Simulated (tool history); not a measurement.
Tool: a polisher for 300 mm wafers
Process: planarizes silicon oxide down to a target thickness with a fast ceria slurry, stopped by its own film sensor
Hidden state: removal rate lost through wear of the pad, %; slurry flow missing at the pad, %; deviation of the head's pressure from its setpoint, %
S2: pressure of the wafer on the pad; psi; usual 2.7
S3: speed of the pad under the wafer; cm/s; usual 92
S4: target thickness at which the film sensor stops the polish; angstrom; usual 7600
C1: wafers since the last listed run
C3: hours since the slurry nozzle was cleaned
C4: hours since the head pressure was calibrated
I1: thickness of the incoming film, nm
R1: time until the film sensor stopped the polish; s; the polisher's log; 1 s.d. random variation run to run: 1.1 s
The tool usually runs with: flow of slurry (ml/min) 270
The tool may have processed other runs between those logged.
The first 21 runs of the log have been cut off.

{"run": 22, "hour": 1273.5, "flow of slurry (ml/min)": 270, "S2": 2.7, "S3": 92, "S4": 7600, "C1": 470, "wafers polished on this pad": 3725, "C3": 738.6, "C4": 499.7, "I1": 1972.6, "R1": 92.9}
{"hour": 1282.6, "done": "worn pad replaced by a new one"}
{"run": 23, "hour": 1308.3, "flow of slurry (ml/min)": 270, "S2": 2.7, "S3": 92, "S4": 7600, "C1": 291, "wafers polished on this pad": 243, "C3": 773.4, "C4": 534.5, "I1": 1947.8, "R1": 91.8}
{"hour": 1373.0, "done": "slurry nozzle cleaned"}
{"run": 24, "hour": 1400.9, "flow of slurry (ml/min)": 270, "S2": 2.7, "S3": 92, "S4": 7600, "C1": 867, "wafers polished on this pad": 1111, "C3": 27.9, "C4": 627.1, "I1": 1963.4, "R1": 91.5}
{"run": 25, "hour": 1436.2, "flow of slurry (ml/min)": 210, "S2": 2.7, "S3": 92, "S4": 9680, "C1": 334, "wafers polished on this pad": 1446, "C3": 63.2, "C4": 662.4, "I1": 1933.7, "R1": 76.5}
{"run": 26, "hour": 1502.8, "flow of slurry (ml/min)": 270, "S2": 2.7, "S3": 92, "S4": 4740, "C1": 631, "wafers polished on this pad": 2077, "C3": 129.8, "C4": 729.0, "I1": 1916.5, "R1": 109.7}
{"run": 27, "hour": 1568.4, "flow of slurry (ml/min)": 270, "S2": 2.7, "S3": 92, "S4": 8750, "C1": 621, "wafers polished on this pad": 2698, "C3": 195.4, "C4": 794.6, "I1": 1913.9, "R1": 79.7}
{"run": 28, "hour": 1603.4, "flow of slurry (ml/min)": 270, "S2": 2.1, "S3": 74, "S4": 7600, "C1": 331, "wafers polished on this pad": 3030, "C3": 230.4, "C4": 829.6, "I1": 1929.1, "R1": 140.4}
{"run": 29, "hour": 1655.2, "flow of slurry (ml/min)": 270, "S2": 2.3, "S3": 92, "S4": 7600, "C1": 490, "wafers polished on this pad": 3521, "C3": 282.2, "C4": 881.4, "I1": 1946.9, "R1": 104.6}
{"hour": 1667.2, "done": "worn pad replaced by a new one"}
{"run": 30, "hour": 1724.1, "flow of slurry (ml/min)": 195, "S2": 3.2, "S3": 112, "S4": 4690, "C1": 614, "wafers polished on this pad": 538, "C3": 351.1, "C4": 950.3, "I1": 1929.5, "R1": 83.3}
{"hour": 1751.1, "done": "head pressure recalibrated"}
{"run": 31, "hour": 1773.8, "flow of slurry (ml/min)": 270, "S2": 2.7, "S3": 104, "S4": 4970, "C1": 452, "wafers polished on this pad": 991, "C3": 400.8, "C4": 22.7, "I1": 1943.4, "R1": 97.8}
{"run": 32, "hour": 1815.9, "flow of slurry (ml/min)": 210, "S2": 2.0, "S3": 68, "S4": 9740, "C1": 398, "wafers polished on this pad": 1389, "C3": 442.9, "C4": 64.8, "I1": 1930.2, "R1": 135.1}
{"run": 33, "hour": 1846.7, "flow of slurry (ml/min)": 270, "S2": 2.7, "S3": 64, "S4": 7600, "C1": 291, "wafers polished on this pad": 1681, "C3": 473.7, "C4": 95.6, "I1": 1929.7, "R1": 123.5}
{"run": 34, "hour": 1876.8, "flow of slurry (ml/min)": 345, "S2": 2.7, "S3": 68, "S4": 7600, "C1": 285, "wafers polished on this pad": 1967, "C3": 503.8, "C4": 125.7, "I1": 1919.5, "R1": 115.1}
{"run": 35, "hour": 1941.4, "flow of slurry (ml/min)": 240, "S2": 2.7, "S3": 60, "S4": 4660, "C1": 612, "wafers polished on this pad": 2579, "C3": 568.4, "C4": 190.3, "I1": 1958.4, "R1": 168.5}
{"run": 36, "hour": 1997.3, "flow of slurry (ml/min)": 270, "S2": 2.7, "S3": 92, "S4": 7600, "C1": 529, "wafers polished on this pad": 3108, "C3": 624.3, "C4": 246.2, "I1": 1937.5, "R1": 89.0}

What if the next run were any one of these 5? Each begins from the tool's condition after run 36:
{"run": "A", "hour": 1997.8, "flow of slurry (ml/min)": 235, "S2": 2.7, "S3": 92, "S4": 7600, "C1": 4, "wafers polished on this pad": 3113, "C3": 624.8, "C4": 246.7, "I1": 1972.3, "R1": "?"}
{"run": "B", "hour": 1997.8, "flow of slurry (ml/min)": 365, "S2": 3.1, "S3": 72, "S4": 10420, "C1": 4, "wafers polished on this pad": 3113, "C3": 624.8, "C4": 246.7, "I1": 1972.3, "R1": "?"}
{"run": "C", "hour": 1997.8, "flow of slurry (ml/min)": 270, "S2": 2.2, "S3": 70, "S4": 4980, "C1": 4, "wafers polished on this pad": 3113, "C3": 624.8, "C4": 246.7, "I1": 1972.3, "R1": "?"}
{"run": "D", "hour": 1997.8, "flow of slurry (ml/min)": 270, "S2": 2.7, "S3": 78, "S4": 7600, "C1": 4, "wafers polished on this pad": 3113, "C3": 624.8, "C4": 246.7, "I1": 1972.3, "R1": "?"}
{"run": "E", "hour": 1997.8, "flow of slurry (ml/min)": 175, "S2": 2.2, "S3": 104, "S4": 7600, "C1": 4, "wafers polished on this pad": 3113, "C3": 624.8, "C4": 246.7, "I1": 1972.3, "R1": "?"}

run=A R1=93.5
run=B R1=75.4
run=C R1=177.8
run=D R1=107.6
run=E R1=106.8
With no hidden state in the tool, these same runs would have given:
run=A R1=93.5
run=B R1=75.4
run=C R1=177.8
run=D R1=107.6
run=E R1=106.8
